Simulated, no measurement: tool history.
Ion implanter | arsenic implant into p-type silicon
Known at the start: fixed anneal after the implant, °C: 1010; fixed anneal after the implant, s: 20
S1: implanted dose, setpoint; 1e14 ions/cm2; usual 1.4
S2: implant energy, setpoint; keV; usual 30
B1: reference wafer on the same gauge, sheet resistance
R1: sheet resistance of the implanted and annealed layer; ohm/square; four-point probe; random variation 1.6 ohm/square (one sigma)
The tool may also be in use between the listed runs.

run    hour    S1    S2      B1      R1
  1       0  1.51    30  468.24  473.18
  2    59.9  1.51    30  468.04  473.78
  3   121.9  1.49    30   468.3  480.87
  4   209.5   1.4  36.5  468.24   484.6
  5   316.5   1.4    33  467.92  494.03
  6     408   1.4    33  468.15  490.07
      444.5  -- Faraday cup replaced and dose calibrated
  7   479.2   1.4    33  467.89  492.39
  8   572.8  1.08    30  467.98  601.24
  9   625.6  1.08    30  467.95  600.93
 10   710.4  1.08    30  467.62  596.56
 11   754.9   1.4    30  467.78  498.17
 12   818.8   1.4    30  468.26  500.65
        912  -- extraction supply calibrated
 13   918.2   1.4    30   468.1  499.31
 14  1002.9   1.4    30  467.99  501.92
 15  1039.5  1.62    30  467.53   450.4
     1059.6  -- gauge calibrated
 16  1093.1   1.4    30   468.1  501.36
 17  1186.7   1.4    30  468.17  503.14
 18  1283.8   1.4    24  468.68  520.86
 19  1386.3  1.19    40   468.4  531.39
 20    1461  1.63    22   467.7  471.57
 21  1509.6  1.51  38.5  468.47  456.06
 22  1570.6  1.21    36  468.08  536.72
 23  1667.8  1.55    30  468.35  463.86
 24  1706.1   1.4    30  468.18  502.12
 25  1744.6  1.81  38.5  467.44  403.53
 26  1792.1  1.68  37.5  467.79  424.81
     1834.3  -- Faraday cup replaced and dose calibrated
 27  1839.7  1.08    30   468.3  601.31
 28  1944.8  1.76    27  468.01  432.83
 29  2019.4   1.4    30  467.33   501.5
 30  2074.3   1.4    24  467.96  521.46
 31  2265.4   1.4    30  467.96  502.86
 32  2361.1   1.4    30  468.01  500.29
 33  2397.3   1.4    25  468.29  517.11
 34  2493.8  1.27  24.5  467.65  553.97
 35  2542.9   1.2  22.5   468.1  590.85
 36  2618.7   1.4    30  467.89   502.4

Forecast each of these 5 alternatives for the next run:
  A  2619.1   1.4    30   ?   ?
  B  2619.1  1.53    37   ?   ?
  C  2619.1  1.11  24.5   ?   ?
  D  2619.1  1.08    24   ?   ?
  E  2619.1   1.1  24.5   ?   ?

run      B1      R1
  A  468.28  500.52
  B  468.28  453.64
  C  468.28  610.28
  D  468.28  624.33
  E  468.28  614.15
Without the tool's hidden state the same runs would have given:
run      R1
  A  500.52
  B  453.64
  C  610.28
  D  624.33
  E  614.15
